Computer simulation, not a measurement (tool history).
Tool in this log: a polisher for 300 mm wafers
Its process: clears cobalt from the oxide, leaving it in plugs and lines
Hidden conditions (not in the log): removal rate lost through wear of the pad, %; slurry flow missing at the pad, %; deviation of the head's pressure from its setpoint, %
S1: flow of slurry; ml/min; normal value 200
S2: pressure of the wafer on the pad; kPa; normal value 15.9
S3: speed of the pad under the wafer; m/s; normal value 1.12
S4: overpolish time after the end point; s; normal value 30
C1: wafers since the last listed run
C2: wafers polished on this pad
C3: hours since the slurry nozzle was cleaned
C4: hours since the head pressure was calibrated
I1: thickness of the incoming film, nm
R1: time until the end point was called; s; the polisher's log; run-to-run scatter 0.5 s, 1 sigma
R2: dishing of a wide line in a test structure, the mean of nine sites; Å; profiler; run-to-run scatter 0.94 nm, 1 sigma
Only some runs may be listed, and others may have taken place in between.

{"run": 1, "hour": 0.0, "S1": 200, "S2": 15.9, "S3": 1.12, "S4": 30, "C1": 0, "C2": 2502, "C3": 135.9, "C4": 499.9, "I1": 242.5, "R1": 48.3, "R2": 530}
{"run": 2, "hour": 23.2, "S1": 200, "S2": 15.9, "S3": 1.12, "S4": 30, "C1": 247, "C2": 2750, "C3": 159.1, "C4": 523.1, "I1": 237.9, "R1": 47.7, "R2": 516}
{"run": 3, "hour": 50.9, "S1": 200, "S2": 15.9, "S3": 1.12, "S4": 30, "C1": 296, "C2": 3046, "C3": 186.8, "C4": 550.8, "I1": 244.3, "R1": 50.7, "R2": 516}
{"hour": 59.2, "done": "worn pad replaced by a new one"}
{"run": 4, "hour": 83.0, "S1": 200, "S2": 15.9, "S3": 1.12, "S4": 30, "C1": 300, "C2": 254, "C3": 218.9, "C4": 582.9, "I1": 240.9, "R1": 45.4, "R2": 515}
{"hour": 87.3, "done": "head pressure recalibrated"}
{"run": 5, "hour": 117.6, "S1": 200, "S2": 15.9, "S3": 1.12, "S4": 30, "C1": 348, "C2": 603, "C3": 253.5, "C4": 30.3, "I1": 237.1, "R1": 44.6, "R2": 536}
{"run": 6, "hour": 135.5, "S1": 200, "S2": 15.9, "S3": 1.12, "S4": 30, "C1": 191, "C2": 794, "C3": 271.4, "C4": 48.2, "I1": 242, "R1": 46.9, "R2": 531}
{"run": 7, "hour": 161.1, "S1": 200, "S2": 15.9, "S3": 1.12, "S4": 30, "C1": 273, "C2": 1067, "C3": 297, "C4": 73.8, "I1": 240.3, "R1": 45.2, "R2": 529}
{"run": 8, "hour": 183.1, "S1": 200, "S2": 11.7, "S3": 1.26, "S4": 30, "C1": 235, "C2": 1303, "C3": 319, "C4": 95.8, "I1": 238.6, "R1": 57, "R2": 497}
{"run": 9, "hour": 200.0, "S1": 200, "S2": 11.7, "S3": 1.26, "S4": 30, "C1": 180, "C2": 1483, "C3": 335.9, "C4": 112.7, "I1": 237.2, "R1": 55.8, "R2": 502}
{"run": 10, "hour": 229.6, "S1": 200, "S2": 15.9, "S3": 1.12, "S4": 30, "C1": 316, "C2": 1800, "C3": 365.5, "C4": 142.3, "I1": 239.1, "R1": 48.1, "R2": 522}
{"run": 11, "hour": 256.1, "S1": 200, "S2": 18.6, "S3": 0.84, "S4": 44, "C1": 283, "C2": 2083, "C3": 392, "C4": 168.8, "I1": 239.6, "R1": 51.8, "R2": 562}
{"run": 12, "hour": 270.2, "S1": 260, "S2": 20, "S3": 1.3, "S4": 21, "C1": 150, "C2": 2234, "C3": 406.1, "C4": 182.9, "I1": 238.8, "R1": 32.3, "R2": 527}
{"hour": 287.8, "done": "worn pad replaced by a new one, of another model than before"}
{"run": 13, "hour": 294.8, "S1": 200, "S2": 15.9, "S3": 1.12, "S4": 44, "C1": 220, "C2": 75, "C3": 430.7, "C4": 207.5, "I1": 236.6, "R1": 42.4, "R2": 561}
{"run": 14, "hour": 324.4, "S1": 260, "S2": 15.9, "S3": 0.82, "S4": 12, "C1": 316, "C2": 391, "C3": 460.3, "C4": 237.1, "I1": 242.3, "R1": 52.4, "R2": 350}
{"run": 15, "hour": 426.9, "S1": 200, "S2": 15.9, "S3": 0.9, "S4": 30, "C1": 1095, "C2": 1487, "C3": 562.8, "C4": 339.6, "I1": 238.8, "R1": 52.5, "R2": 508}
{"run": 16, "hour": 456.3, "S1": 200, "S2": 15.9, "S3": 1.12, "S4": 37, "C1": 314, "C2": 1801, "C3": 592.2, "C4": 369, "I1": 238.3, "R1": 46.3, "R2": 534}
{"run": 17, "hour": 482.0, "S1": 200, "S2": 12.4, "S3": 1.52, "S4": 35, "C1": 274, "C2": 2075, "C3": 617.9, "C4": 394.7, "I1": 244.8, "R1": 46.1, "R2": 532}
{"run": 18, "hour": 495.3, "S1": 200, "S2": 20, "S3": 1.12, "S4": 30, "C1": 142, "C2": 2218, "C3": 631.2, "C4": 408, "I1": 242.1, "R1": 40.3, "R2": 532}
{"hour": 557.1, "done": "worn pad replaced by a new one"}
{"run": 19, "hour": 572.1, "S1": 200, "S2": 15.9, "S3": 1.12, "S4": 30, "C1": 778, "C2": 160, "C3": 708, "C4": 484.8, "I1": 237.9, "R1": 43.6, "R2": 516}
{"run": 20, "hour": 587.5, "S1": 200, "S2": 15.9, "S3": 1.12, "S4": 30, "C1": 164, "C2": 324, "C3": 723.4, "C4": 500.2, "I1": 238.7, "R1": 43.5, "R2": 535}
{"run": 21, "hour": 599.6, "S1": 155, "S2": 20.7, "S3": 0.74, "S4": 47, "C1": 129, "C2": 454, "C3": 735.5, "C4": 512.3, "I1": 240.8, "R1": 49.4, "R2": 542}
{"run": 22, "hour": 616.5, "S1": 200, "S2": 15.9, "S3": 1.12, "S4": 30, "C1": 180, "C2": 634, "C3": 752.4, "C4": 529.2, "I1": 237.3, "R1": 44.8, "R2": 503}
{"hour": 631.5, "done": "slurry nozzle cleaned"}
{"run": 23, "hour": 652.2, "S1": 200, "S2": 15.9, "S3": 1.3, "S4": 30, "C1": 370, "C2": 1005, "C3": 20.7, "C4": 564.9, "I1": 238.2, "R1": 40.4, "R2": 527}
{"run": 24, "hour": 670.2, "S1": 180, "S2": 15.9, "S3": 1, "S4": 30, "C1": 192, "C2": 1197, "C3": 38.7, "C4": 582.9, "I1": 242.8, "R1": 50.5, "R2": 523}
{"run": 25, "hour": 695.4, "S1": 200, "S2": 15.9, "S3": 1.12, "S4": 43, "C1": 269, "C2": 1467, "C3": 63.9, "C4": 608.1, "I1": 241, "R1": 47.8, "R2": 538}
{"run": 26, "hour": 731.0, "S1": 245, "S2": 15.9, "S3": 1.12, "S4": 21, "C1": 380, "C2": 1847, "C3": 99.5, "C4": 643.7, "I1": 240.4, "R1": 47.3, "R2": 483}
{"run": 27, "hour": 774.4, "S1": 200, "S2": 15.9, "S3": 1.12, "S4": 16, "C1": 463, "C2": 2311, "C3": 142.9, "C4": 687.1, "I1": 239.2, "R1": 47.8, "R2": 419}
{"run": 28, "hour": 804.5, "S1": 200, "S2": 11, "S3": 0.86, "S4": 30, "C1": 321, "C2": 2633, "C3": 173, "C4": 717.2, "I1": 237.3, "R1": 69.8, "R2": 469}
{"hour": 815.2, "done": "head pressure recalibrated"}
{"run": 29, "hour": 817.0, "S1": 155, "S2": 15.9, "S3": 1.32, "S4": 18, "C1": 112, "C2": 2745, "C3": 185.5, "C4": 1.8, "I1": 243.8, "R1": 45.7, "R2": 473}
{"hour": 828.3, "done": "worn pad replaced by a new one"}
{"run": 30, "hour": 833.4, "S1": 200, "S2": 17.9, "S3": 1.12, "S4": 16, "C1": 132, "C2": 54, "C3": 201.9, "C4": 18.2, "I1": 238.5, "R1": 40, "R2": 467}
{"run": 31, "hour": 854.0, "S1": 200, "S2": 15.9, "S3": 1.12, "S4": 30, "C1": 220, "C2": 274, "C3": 222.5, "C4": 38.8, "I1": 241.1, "R1": 43.9, "R2": 538}
{"run": 32, "hour": 884.0, "S1": 200, "S2": 12.4, "S3": 1.42, "S4": 30, "C1": 320, "C2": 595, "C3": 252.5, "C4": 68.8, "I1": 240.4, "R1": 43.7, "R2": 529}
{"run": 33, "hour": 907.0, "S1": 220, "S2": 18.6, "S3": 0.78, "S4": 30, "C1": 245, "C2": 841, "C3": 275.5, "C4": 91.8, "I1": 237.8, "R1": 50.3, "R2": 506}
{"run": 34, "hour": 938.8, "S1": 200, "S2": 15.9, "S3": 1.12, "S4": 30, "C1": 339, "C2": 1180, "C3": 307.3, "C4": 123.6, "I1": 241.4, "R1": 45.8, "R2": 530}

What differs in the tool's unlogged condition from the final listed run ahead of each entry between runs to the first listed run following it?
Between runs 3 and 4: worn pad replaced by a new one (hour 59.2)
  removal rate lost through wear of the pad, %: 12.4 -> 3.21
  difference, measured minus the result without the unlogged condition, R1: +6.3 -> +1.4 s; R2: -11 -> -2 Å
Between runs 4 and 5: head pressure recalibrated (hour 87.3)
  removal rate lost through wear of the pad, %: 3.21 -> 4.67
  difference, measured minus the result without the unlogged condition, R1: +1.4 -> +2.1 s; R2: -2 -> -4 Å
Between runs 12 and 13: worn pad replaced by a new one, of another model than before (hour 287.8)
  removal rate lost through wear of the pad, %: 11.1 -> 0.344
  difference, measured minus the result without the unlogged condition, R1: +3.6 -> +0.1 s; R2: -9 -> +0 Å
Between runs 18 and 19: worn pad replaced by a new one (hour 557.1)
  removal rate lost through wear of the pad, %: 8.81 -> 2.57
  difference, measured minus the result without the unlogged condition, R1: +3.6 -> +1.1 s; R2: -5 -> -2 Å
Between runs 22 and 23: slurry nozzle cleaned (hour 631.5)
  removal rate lost through wear of the pad, %: 4.45 -> 5.96
  difference, measured minus the result without the unlogged condition, R1: +2 -> +2.4 s; R2: -3 -> -3 Å
Between runs 28 and 29: head pressure recalibrated (hour 815.2)
  removal rate lost through wear of the pad, %: 12.4 -> 12.9
  difference, measured minus the result without the unlogged condition, R1: +8.6 -> +5.9 s; R2: -20 -> -22 Å
Between runs 29 and 30: worn pad replaced by a new one (hour 828.3)
  removal rate lost through wear of the pad, %: 12.9 -> 2
  difference, measured minus the result without the unlogged condition, R1: +5.9 -> +0.8 s; R2: -22 -> -3 Å

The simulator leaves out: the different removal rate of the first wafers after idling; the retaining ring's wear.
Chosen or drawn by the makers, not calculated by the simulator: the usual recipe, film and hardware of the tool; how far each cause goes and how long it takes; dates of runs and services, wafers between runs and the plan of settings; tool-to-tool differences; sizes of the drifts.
